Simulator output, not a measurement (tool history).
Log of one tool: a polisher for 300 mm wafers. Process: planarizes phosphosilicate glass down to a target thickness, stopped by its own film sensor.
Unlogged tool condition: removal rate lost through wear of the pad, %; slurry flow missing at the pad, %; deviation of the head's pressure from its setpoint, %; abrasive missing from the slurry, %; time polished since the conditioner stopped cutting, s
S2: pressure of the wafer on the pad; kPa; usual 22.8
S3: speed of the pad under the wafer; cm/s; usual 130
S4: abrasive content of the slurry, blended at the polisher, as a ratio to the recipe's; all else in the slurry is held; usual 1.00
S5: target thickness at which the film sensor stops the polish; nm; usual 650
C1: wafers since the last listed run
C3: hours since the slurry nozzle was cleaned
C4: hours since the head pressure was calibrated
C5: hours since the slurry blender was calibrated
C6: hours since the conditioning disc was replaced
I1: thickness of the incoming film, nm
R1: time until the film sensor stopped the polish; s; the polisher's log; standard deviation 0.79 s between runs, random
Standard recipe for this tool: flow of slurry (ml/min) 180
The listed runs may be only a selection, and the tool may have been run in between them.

Run 1, hour 0.0: usual settings; C1 0; wafers polished on this pad 948; C3 94.4; C4 456.6; C5 31.9; C6 233.4; I1 1638.9. Result: R1 87.7 s.
At hour 11.7: worn pad replaced by a new one.
Run 2, hour 13.0: usual settings; C1 72; wafers polished on this pad 10; C3 107.4; C4 469.6; C5 44.9; C6 246.4; I1 1631.5. Result: R1 89.2 s.
Run 3, hour 19.5: usual settings; C1 52; wafers polished on this pad 62; C3 113.9; C4 476.1; C5 51.4; C6 252.9; I1 1677.7. Result: R1 92.3 s.
Run 4, hour 30.2: usual settings; C1 86; wafers polished on this pad 149; C3 124.6; C4 486.8; C5 62.1; C6 263.6; I1 1655.6. Result: R1 91.2 s.
Run 5, hour 39.9: usual settings; C1 78; wafers polished on this pad 227; C3 134.3; C4 496.5; C5 71.8; C6 273.3; I1 1643.9. Result: R1 89.6 s.
Run 6, hour 49.9: usual settings; C1 80; wafers polished on this pad 308; C3 144.3; C4 506.5; C5 81.8; C6 283.3; I1 1645.0. Result: R1 89.4 s.
Run 7, hour 61.6: usual settings but S3 118 cm/s; C1 94; wafers polished on this pad 402; C3 156.0; C4 518.2; C5 93.5; C6 295.0; I1 1634.5. Result: R1 97.0 s.
Run 8, hour 69.6: usual settings but S3 118 cm/s; C1 64; wafers polished on this pad 467; C3 164.0; C4 526.2; C5 101.5; C6 303.0; I1 1625.8. Result: R1 95.3 s.
Run 9, hour 78.1: usual settings but S3 118 cm/s; C1 68; wafers polished on this pad 535; C3 172.5; C4 534.7; C5 110.0; C6 311.5; I1 1663.9. Result: R1 99.7 s.
Run 10, hour 89.0: usual settings but S2 28.3 kPa; C1 87; wafers polished on this pad 623; C3 183.4; C4 545.6; C5 120.9; C6 322.4; I1 1664.6. Result: R1 73.8 s.
At hour 104.7: head pressure recalibrated.
At hour 116.8: slurry nozzle cleaned.
Run 11, hour 123.5: usual settings but S2 28.3 kPa; C1 254; wafers polished on this pad 878; C3 6.7; C4 18.8; C5 155.4; C6 356.9; I1 1654.2. Result: R1 70.2 s.
Run 12, hour 136.6: usual settings but S2 27.6 kPa, S3 158 cm/s; C1 105; wafers polished on this pad 983; C3 19.8; C4 31.9; C5 168.5; C6 370.0; I1 1675.4. Result: R1 62.9 s.
At hour 147.7: worn pad replaced by a new one.
Run 13, hour 148.2: usual settings; C1 61; wafers polished on this pad 3; C3 31.4; C4 43.5; C5 180.1; C6 381.6; I1 1641.4. Result: R1 86.9 s.
Run 14, hour 162.6: usual settings but flow of slurry (ml/min) 240, S5 990 nm; C1 116; wafers polished on this pad 120; C3 45.8; C4 57.9; C5 194.5; C6 396.0; I1 1653.4. Result: R1 56.7 s.
At hour 169.8: slurry blender recalibrated.
Run 15, hour 174.4: usual settings but S4 0.85; C1 79; wafers polished on this pad 199; C3 57.6; C4 69.7; C5 4.6; C6 407.8; I1 1638.8. Result: R1 97.5 s.
Run 16, hour 182.5: usual settings but S2 20.0 kPa, S3 156 cm/s, S4 1.25, S5 329 nm; C1 65; wafers polished on this pad 264; C3 65.7; C4 77.8; C5 12.7; C6 415.9; I1 1632.9. Result: R1 103.1 s.
At hour 187.7: conditioning disc replaced and pad reconditioned.
Run 17, hour 198.6: usual settings; C1 113; wafers polished on this pad 378; C3 81.8; C4 93.9; C5 28.8; C6 10.9; I1 1660.3. Result: R1 91.9 s.
Run 18, hour 210.6: usual settings but flow of slurry (ml/min) 165, S2 17.9 kPa, S3 106 cm/s, S4 1.15; C1 96; wafers polished on this pad 475; C3 93.8; C4 105.9; C5 40.8; C6 22.9; I1 1666.1. Result: R1 130.9 s.
Run 19, hour 222.9: usual settings but flow of slurry (ml/min) 145, S2 18.6 kPa, S3 142 cm/s, S5 481 nm; C1 99; wafers polished on this pad 574; C3 106.1; C4 118.2; C5 53.1; C6 35.2; I1 1677.0. Result: R1 131.2 s.
Run 20, hour 234.1: usual settings; C1 90; wafers polished on this pad 664; C3 117.3; C4 129.4; C5 64.3; C6 46.4; I1 1643.2. Result: R1 90.6 s.
Run 21, hour 240.2: usual settings but S2 17.2 kPa, S3 164 cm/s, S5 364 nm; C1 49; wafers polished on this pad 714; C3 123.4; C4 135.5; C5 70.4; C6 52.5; I1 1630.5. Result: R1 126.2 s.
Run 22, hour 258.1: usual settings but flow of slurry (ml/min) 130, S2 29.0 kPa, S3 150 cm/s, S5 459 nm; C1 144; wafers polished on this pad 858; C3 141.3; C4 153.4; C5 88.3; C6 70.4; I1 1632.4. Result: R1 82.7 s.
Run 23, hour 274.4: usual settings but flow of slurry (ml/min) 125, S3 116 cm/s, S4 1.20, S5 763 nm; C1 131; wafers polished on this pad 990; C3 157.6; C4 169.7; C5 104.6; C6 86.7; I1 1685.0. Result: R1 94.4 s.

Branching from run 23: 5 alternative next runs. What would each branch give?
Run A, hour 274.8: usual settings; C1 3; wafers polished on this pad 993; C3 158.0; C4 170.1; C5 105.0; C6 87.1; I1 1678.8. Result: R1 ?.
Run B, hour 274.8: usual settings but S2 28.3 kPa, S3 160 cm/s, S4 1.25; C1 3; wafers polished on this pad 993; C3 158.0; C4 170.1; C5 105.0; C6 87.1; I1 1678.8. Result: R1 ?.
Run C, hour 274.8: usual settings but S3 164 cm/s, S4 0.80; C1 3; wafers polished on this pad 993; C3 158.0; C4 170.1; C5 105.0; C6 87.1; I1 1678.8. Result: R1 ?.
Run D, hour 274.8: usual settings but flow of slurry (ml/min) 125, S5 407 nm; C1 3; wafers polished on this pad 993; C3 158.0; C4 170.1; C5 105.0; C6 87.1; I1 1678.8. Result: R1 ?.
Run E, hour 274.8: usual settings but S3 144 cm/s, S5 452 nm; C1 3; wafers polished on this pad 993; C3 158.0; C4 170.1; C5 105.0; C6 87.1; I1 1678.8. Result: R1 ?.

run     R1
  A   93.8
  B   57.5
  C   88.3
  D  128.7
  E  103.1
Stripped of hidden state, with their random variation kept, the same runs would have yielded:
run     R1
  A   87.0
  B   53.3
  C   81.9
  D  115.5
  E   95.6

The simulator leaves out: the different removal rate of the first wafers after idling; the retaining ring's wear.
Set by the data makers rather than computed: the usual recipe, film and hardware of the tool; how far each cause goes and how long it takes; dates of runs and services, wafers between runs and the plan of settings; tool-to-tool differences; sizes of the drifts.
